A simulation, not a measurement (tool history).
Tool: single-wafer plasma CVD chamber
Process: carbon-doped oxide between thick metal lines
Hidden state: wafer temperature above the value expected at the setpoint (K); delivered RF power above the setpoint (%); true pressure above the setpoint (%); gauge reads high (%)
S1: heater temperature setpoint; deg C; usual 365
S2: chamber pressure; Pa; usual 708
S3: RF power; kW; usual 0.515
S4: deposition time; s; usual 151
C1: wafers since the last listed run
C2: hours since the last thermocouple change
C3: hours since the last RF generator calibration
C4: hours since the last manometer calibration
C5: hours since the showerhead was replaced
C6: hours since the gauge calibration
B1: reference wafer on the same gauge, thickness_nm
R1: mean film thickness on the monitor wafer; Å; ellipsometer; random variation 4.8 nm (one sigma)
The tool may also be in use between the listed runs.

{"run": 1, "day": 0.0, "S1": 365, "S2": 708, "S3": 0.515, "S4": 171, "C1": 0, "C2": 32.5, "C3": 939.4, "C4": 609.8, "C5": 5523.9, "C6": 2179, "B1": 834.37, "R1": 9568.5}
{"run": 2, "day": 3.612, "S1": 365, "S2": 708, "S3": 0.515, "S4": 171, "C1": 1137, "C2": 119.2, "C3": 1026.1, "C4": 696.5, "C5": 5610.6, "C6": 2265.7, "B1": 836.709, "R1": 9682.13}
{"run": 3, "day": 7.233, "S1": 365, "S2": 708, "S3": 0.515, "S4": 131, "C1": 1139, "C2": 206.1, "C3": 1113, "C4": 783.4, "C5": 5697.5, "C6": 2352.6, "B1": 839.713, "R1": 7340.66}
{"run": 4, "day": 10.246, "S1": 365, "S2": 708, "S3": 0.515, "S4": 131, "C1": 948, "C2": 278.4, "C3": 1185.3, "C4": 855.7, "C5": 5769.8, "C6": 2424.9, "B1": 839.472, "R1": 7348.66}
{"run": 5, "day": 13.325, "S1": 365, "S2": 708, "S3": 0.515, "S4": 151, "C1": 969, "C2": 352.3, "C3": 1259.2, "C4": 929.6, "C5": 5843.7, "C6": 2498.8, "B1": 842.738, "R1": 8532.99}
{"day": 15.058, "done": "capacitance manometer re-zeroed and calibrated"}
{"run": 6, "day": 17.696, "S1": 365, "S2": 708, "S3": 0.515, "S4": 151, "C1": 1270, "C2": 457.2, "C3": 1364.1, "C4": 63.3, "C5": 5948.6, "C6": 2603.7, "B1": 844.105, "R1": 8598.43}
{"run": 7, "day": 20.229, "S1": 365, "S2": 708, "S3": 0.515, "S4": 151, "C1": 797, "C2": 518, "C3": 1424.9, "C4": 124.1, "C5": 6009.4, "C6": 2664.5, "B1": 845.11, "R1": 8655.8}
{"run": 8, "day": 24.6, "S1": 365, "S2": 708, "S3": 0.515, "S4": 151, "C1": 1375, "C2": 622.9, "C3": 1529.8, "C4": 229, "C5": 6114.3, "C6": 2769.4, "B1": 847.539, "R1": 8664.68}
{"run": 9, "day": 26.542, "S1": 365, "S2": 708, "S3": 0.515, "S4": 151, "C1": 611, "C2": 669.5, "C3": 1576.4, "C4": 275.6, "C5": 6160.9, "C6": 2816, "B1": 847.326, "R1": 8656.25}
{"day": 27.429, "done": "gauge calibrated"}
{"run": 10, "day": 28.871, "S1": 359, "S2": 708, "S3": 0.515, "S4": 151, "C1": 733, "C2": 725.4, "C3": 1632.3, "C4": 331.5, "C5": 6216.8, "C6": 34.6, "B1": 799.877, "R1": 8211.24}
{"run": 11, "day": 32.908, "S1": 359, "S2": 708, "S3": 0.515, "S4": 151, "C1": 1270, "C2": 822.3, "C3": 1729.2, "C4": 428.4, "C5": 6313.7, "C6": 131.5, "B1": 800.075, "R1": 8162.28}
{"day": 35.375, "done": "showerhead replaced"}
{"run": 12, "day": 35.538, "S1": 359, "S2": 708, "S3": 0.515, "S4": 151, "C1": 722, "C2": 885.4, "C3": 1792.3, "C4": 491.5, "C5": 3.9, "C6": 194.6, "B1": 801.392, "R1": 8229.57}
{"day": 38.408, "done": "RF generator calibrated"}
{"run": 13, "day": 39.079, "S1": 365, "S2": 777, "S3": 0.44, "S4": 151, "C1": 1009, "C2": 970.4, "C3": 16.1, "C4": 576.5, "C5": 88.9, "C6": 279.6, "B1": 803.193, "R1": 7471.86}
{"run": 14, "day": 41.146, "S1": 377, "S2": 768, "S3": 0.415, "S4": 130, "C1": 650, "C2": 1020, "C3": 65.7, "C4": 626.1, "C5": 138.5, "C6": 329.2, "B1": 804.886, "R1": 5896.36}
{"run": 15, "day": 45.233, "S1": 365, "S2": 708, "S3": 0.515, "S4": 151, "C1": 1286, "C2": 1118.1, "C3": 163.8, "C4": 724.2, "C5": 236.6, "C6": 427.3, "B1": 807.164, "R1": 8140.06}
{"run": 16, "day": 47.988, "S1": 351, "S2": 883, "S3": 0.48, "S4": 126, "C1": 866, "C2": 1184.2, "C3": 229.9, "C4": 790.3, "C5": 302.7, "C6": 493.4, "B1": 808.781, "R1": 6780.17}
{"day": 49.388, "done": "capacitance manometer re-zeroed and calibrated"}
{"run": 17, "day": 49.812, "S1": 365, "S2": 708, "S3": 0.515, "S4": 151, "C1": 469, "C2": 1228, "C3": 273.7, "C4": 10.2, "C5": 346.5, "C6": 537.2, "B1": 809.537, "R1": 8237.75}
{"run": 18, "day": 63.292, "S1": 355, "S2": 708, "S3": 0.48, "S4": 151, "C1": 4242, "C2": 1551.5, "C3": 597.2, "C4": 333.7, "C5": 670, "C6": 860.7, "B1": 815.367, "R1": 8007.72}
{"run": 19, "day": 65.692, "S1": 365, "S2": 588, "S3": 0.515, "S4": 133, "C1": 755, "C2": 1609.1, "C3": 654.8, "C4": 391.3, "C5": 727.6, "C6": 918.3, "B1": 817.665, "R1": 7104.61}
{"day": 68.946, "done": "thermocouple changed; heater temperature recalibrated"}
{"run": 20, "day": 69.617, "S1": 377, "S2": 708, "S3": 0.515, "S4": 151, "C1": 1130, "C2": 16.1, "C3": 749, "C4": 485.5, "C5": 821.8, "C6": 1012.5, "B1": 819.143, "R1": 8144.46}
{"run": 21, "day": 73.092, "S1": 365, "S2": 708, "S3": 0.515, "S4": 151, "C1": 1093, "C2": 99.5, "C3": 832.4, "C4": 568.9, "C5": 905.2, "C6": 1095.9, "B1": 821.238, "R1": 8316.04}
{"run": 22, "day": 75.2, "S1": 354, "S2": 708, "S3": 0.515, "S4": 170, "C1": 663, "C2": 150.1, "C3": 883, "C4": 619.5, "C5": 955.8, "C6": 1146.5, "B1": 821.534, "R1": 9635.28}

Forecast run 23:
{"run": 23, "day": 79.392, "S1": 378, "S2": 708, "S3": 0.435, "S4": 151, "C1": 1319, "C2": 250.7, "C3": 983.6, "C4": 720.1, "C5": 1056.4, "C6": 1247.1, "B1": "?", "R1": "?"}

Run 23 gave B1 826.517, R1 7191.94 Å.
Without the tool's hidden state the same run would have given R1 6906.84 Å.

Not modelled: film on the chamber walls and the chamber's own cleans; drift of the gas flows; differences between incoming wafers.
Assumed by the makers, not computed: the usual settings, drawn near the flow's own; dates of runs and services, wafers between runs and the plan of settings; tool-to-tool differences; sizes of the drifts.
